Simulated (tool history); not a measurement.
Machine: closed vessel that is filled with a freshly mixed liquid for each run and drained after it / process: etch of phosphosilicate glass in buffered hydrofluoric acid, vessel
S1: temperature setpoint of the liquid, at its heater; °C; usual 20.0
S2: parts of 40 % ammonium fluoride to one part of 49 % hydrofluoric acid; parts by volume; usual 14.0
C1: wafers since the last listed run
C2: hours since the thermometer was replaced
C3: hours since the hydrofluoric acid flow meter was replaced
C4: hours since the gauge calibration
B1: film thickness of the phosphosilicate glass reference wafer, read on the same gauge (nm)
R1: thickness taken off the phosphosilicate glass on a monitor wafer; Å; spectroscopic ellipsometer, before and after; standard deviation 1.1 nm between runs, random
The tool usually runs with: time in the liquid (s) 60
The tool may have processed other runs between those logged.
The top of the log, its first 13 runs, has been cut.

Run 14, day 25.171: usual settings; C1 2594; C2 110.2; C3 134.2; C4 1806.7; B1 29.99. Result: R1 1385.9 Å.
Run 15, day 26.317: usual settings but S1 22.0 °C, time in the liquid (s) 30; C1 1939; C2 137.7; C3 161.7; C4 1834.2; B1 30.03. Result: R1 774.9 Å.
Run 16, day 27.775: usual settings but S1 24.0 °C, S2 11.0 parts by volume, time in the liquid (s) 95; C1 2468; C2 172.7; C3 196.7; C4 1869.2; B1 29.99. Result: R1 3492.7 Å.
Run 17, day 29.454: usual settings but S2 9.5 parts by volume; C1 2841; C2 213.0; C3 237.0; C4 1909.5; B1 30.01. Result: R1 1991.8 Å.
Run 18, day 32.238: usual settings but time in the liquid (s) 70; C1 4710; C2 279.8; C3 303.8; C4 1976.3; B1 30.02. Result: R1 1597.4 Å.
Run 19, day 35.121: usual settings but S1 21.5 °C, S2 18.5 parts by volume, time in the liquid (s) 80; C1 4879; C2 349.0; C3 373.0; C4 2045.5; B1 29.98. Result: R1 1488.7 Å.
Run 20, day 36.529: usual settings but S1 21.5 °C, S2 16.5 parts by volume, time in the liquid (s) 50; C1 2383; C2 382.8; C3 406.8; C4 2079.3; B1 29.98. Result: R1 1044.8 Å.
Run 21, day 37.796: usual settings; C1 2143; C2 413.2; C3 437.2; C4 2109.7; B1 29.99. Result: R1 1335.7 Å.
At day 38.450: gauge calibrated.
Run 22, day 39.838: usual settings but S1 17.0 °C, time in the liquid (s) 30; C1 3455; C2 462.2; C3 486.2; C4 33.3; B1 29.99. Result: R1 565.6 Å.
Run 23, day 40.946: usual settings but S1 23.5 °C, S2 10.5 parts by volume, time in the liquid (s) 40; C1 1875; C2 488.8; C3 512.8; C4 59.9; B1 29.99. Result: R1 1435.1 Å.
Run 24, day 42.975: usual settings but S2 12.0 parts by volume, time in the liquid (s) 75; C1 3434; C2 537.5; C3 561.5; C4 108.6; B1 30.00. Result: R1 1945.9 Å.
Run 25, day 44.183: usual settings but S2 19.0 parts by volume, time in the liquid (s) 85; C1 2044; C2 566.5; C3 590.5; C4 137.6; B1 30.00. Result: R1 1375.1 Å.
Run 26, day 46.958: usual settings but S1 24.0 °C, S2 10.5 parts by volume, time in the liquid (s) 95; C1 4696; C2 633.1; C3 657.1; C4 204.2; B1 29.98. Result: R1 3380.7 Å.
Run 27, day 48.846: usual settings but S1 17.0 °C, S2 16.0 parts by volume, time in the liquid (s) 75; C1 3194; C2 678.4; C3 702.4; C4 249.5; B1 30.00. Result: R1 1195.8 Å.
Run 28, day 50.388: usual settings but S1 24.0 °C, time in the liquid (s) 90; C1 2609; C2 715.4; C3 739.4; C4 286.5; B1 30.00. Result: R1 2466.2 Å.
Run 29, day 53.208: usual settings; C1 4773; C2 783.1; C3 807.1; C4 354.2; B1 30.00. Result: R1 1283.0 Å.
Run 30, day 54.496: usual settings; C1 2178; C2 814.0; C3 838.0; C4 385.1; B1 30.01. Result: R1 1261.4 Å.
Run 31, day 56.342: usual settings but S1 17.0 °C, S2 9.5 parts by volume, time in the liquid (s) 70; C1 3123; C2 858.3; C3 882.3; C4 429.4; B1 30.03. Result: R1 1842.6 Å.
At day 56.662: hydrofluoric acid flow meter replaced.
Run 32, day 57.425: usual settings but S2 16.5 parts by volume, time in the liquid (s) 30; C1 1762; C2 884.3; C3 18.3; C4 455.4; B1 30.00. Result: R1 578.4 Å.

What if the next run were any one of these 4? Each begins from the tool's condition after run 32:
Run A, day 57.454: usual settings but S1 23.5 °C; C1 49; C2 885.0; C3 19.0; C4 456.1; B1 ?. Result: R1 ?.
Run B, day 57.454: usual settings but S1 18.0 °C; C1 49; C2 885.0; C3 19.0; C4 456.1; B1 ?. Result: R1 ?.
Run C, day 57.454: usual settings but S2 11.0 parts by volume; C1 49; C2 885.0; C3 19.0; C4 456.1; B1 ?. Result: R1 ?.
Run D, day 57.454: usual settings but S1 23.5 °C, S2 17.5 parts by volume, time in the liquid (s) 75; C1 49; C2 885.0; C3 19.0; C4 456.1; B1 ?. Result: R1 ?.

run     B1      R1
  A  29.99  1639.3
  B  29.99  1203.8
  C  29.99  1707.9
  D  29.99  1645.2
With the hidden condition removed and each run's random variation left untouched, the same runs would have given:
run      R1
  A  1731.0
  B  1273.7
  C  1805.6
  D  1737.4
